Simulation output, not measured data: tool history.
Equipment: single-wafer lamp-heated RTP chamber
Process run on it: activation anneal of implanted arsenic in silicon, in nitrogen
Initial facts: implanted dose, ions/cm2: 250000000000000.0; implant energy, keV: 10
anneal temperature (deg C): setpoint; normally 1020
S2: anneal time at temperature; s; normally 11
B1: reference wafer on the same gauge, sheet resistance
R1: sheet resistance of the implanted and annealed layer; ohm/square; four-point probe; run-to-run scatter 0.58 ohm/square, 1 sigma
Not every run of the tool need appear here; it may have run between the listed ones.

Run 1, hour 0.0: usual settings but anneal temperature (deg C) 1012; B1 337.24. Result: R1 385.03 ohm/square.
Run 2, hour 96.7: usual settings but anneal temperature (deg C) 1004; B1 336.99. Result: R1 385.72 ohm/square.
Run 3, hour 183.1: usual settings but anneal temperature (deg C) 1004; B1 337.17. Result: R1 385.45 ohm/square.
At hour 223.3: reflector plate cleaned.
Run 4, hour 223.7: usual settings; B1 336.84. Result: R1 382.07 ohm/square.
Run 5, hour 298.8: usual settings; B1 336.90. Result: R1 382.70 ohm/square.
At hour 375.0: pyrometer window cleaned and pyrometer calibrated.
Run 6, hour 381.5: usual settings but anneal temperature (deg C) 1035; B1 336.88. Result: R1 381.34 ohm/square.
Run 7, hour 482.1: usual settings but anneal temperature (deg C) 1035; B1 336.91. Result: R1 380.20 ohm/square.
Run 8, hour 548.6: usual settings but anneal temperature (deg C) 1038; B1 336.80. Result: R1 378.09 ohm/square.
Run 9, hour 628.1: usual settings but anneal temperature (deg C) 1038; B1 337.09. Result: R1 379.47 ohm/square.
Run 10, hour 684.0: usual settings but anneal temperature (deg C) 1038; B1 337.03. Result: R1 377.91 ohm/square.
Run 11, hour 756.5: usual settings; B1 337.04. Result: R1 383.61 ohm/square.
Run 12, hour 816.6: usual settings but anneal temperature (deg C) 1040; B1 336.96. Result: R1 377.69 ohm/square.
At hour 840.2: pyrometer window cleaned and pyrometer calibrated.
Run 13, hour 924.0: usual settings but anneal temperature (deg C) 1040; B1 336.90. Result: R1 379.31 ohm/square.
Run 14, hour 989.0: usual settings but anneal temperature (deg C) 1040; B1 337.00. Result: R1 380.27 ohm/square.
Run 15, hour 1078.2: usual settings but anneal temperature (deg C) 1000, S2 13 s; B1 336.90. Result: R1 385.73 ohm/square.
Run 16, hour 1122.9: usual settings but anneal temperature (deg C) 1002, S2 16 s; B1 336.94. Result: R1 383.55 ohm/square.
At hour 1174.7: reflector plate cleaned.
Run 17, hour 1175.2: usual settings but anneal temperature (deg C) 1009, S2 15 s; B1 337.07. Result: R1 381.84 ohm/square.
Run 18, hour 1272.0: usual settings but S2 8 s; B1 337.05. Result: R1 385.71 ohm/square.
At hour 1356.8: pyrometer window cleaned and pyrometer calibrated.
At hour 1372.7: gauge calibrated.
Run 19, hour 1464.8: usual settings but anneal temperature (deg C) 1045, S2 17 s; B1 337.01. Result: R1 371.76 ohm/square.
Run 20, hour 1562.2: usual settings; B1 337.09. Result: R1 382.70 ohm/square.
Run 21, hour 1650.9: usual settings; B1 336.99. Result: R1 382.78 ohm/square.
Run 22, hour 1747.0: usual settings but anneal temperature (deg C) 1005, S2 15 s; B1 337.07. Result: R1 383.06 ohm/square.
Run 23, hour 1816.4: usual settings but anneal temperature (deg C) 1040; B1 336.94. Result: R1 376.37 ohm/square.
At hour 1867.9: pyrometer window cleaned and pyrometer calibrated.
Run 24, hour 1919.1: usual settings but S2 9 s; B1 337.04. Result: R1 386.47 ohm/square.
At hour 2074.2: reflector plate cleaned.
Run 25, hour 2241.1: usual settings but anneal temperature (deg C) 1007, S2 7 s; B1 337.05. Result: R1 387.78 ohm/square.
Run 26, hour 2304.7: usual settings; B1 337.19. Result: R1 383.18 ohm/square.
At hour 2336.6: pyrometer window cleaned and pyrometer calibrated.
Run 27, hour 2366.2: usual settings but S2 15 s; B1 336.91. Result: R1 381.61 ohm/square.
Run 28, hour 2463.8: usual settings but anneal temperature (deg C) 993; B1 336.88. Result: R1 389.26 ohm/square.
Run 29, hour 2537.9: usual settings; B1 336.99. Result: R1 383.52 ohm/square.

Consider 3 possible next runs. They are alternatives, not a sequence: every one starts from the tool as it was left by run 29. What does each give?
Run A, hour 2538.3: usual settings; B1 ?. Result: R1 ?.
Run B, hour 2538.3: usual settings but anneal temperature (deg C) 1040, S2 15 s; B1 ?. Result: R1 ?.
Run C, hour 2538.3: usual settings but anneal temperature (deg C) 999, S2 17 s; B1 ?. Result: R1 ?.

run      B1      R1
  A  337.05  382.97
  B  337.05  374.61
  C  337.05  383.57
Stripped of hidden state, with their random variation kept, the same runs would have yielded:
run      R1
  A  384.09
  B  376.09
  C  384.68
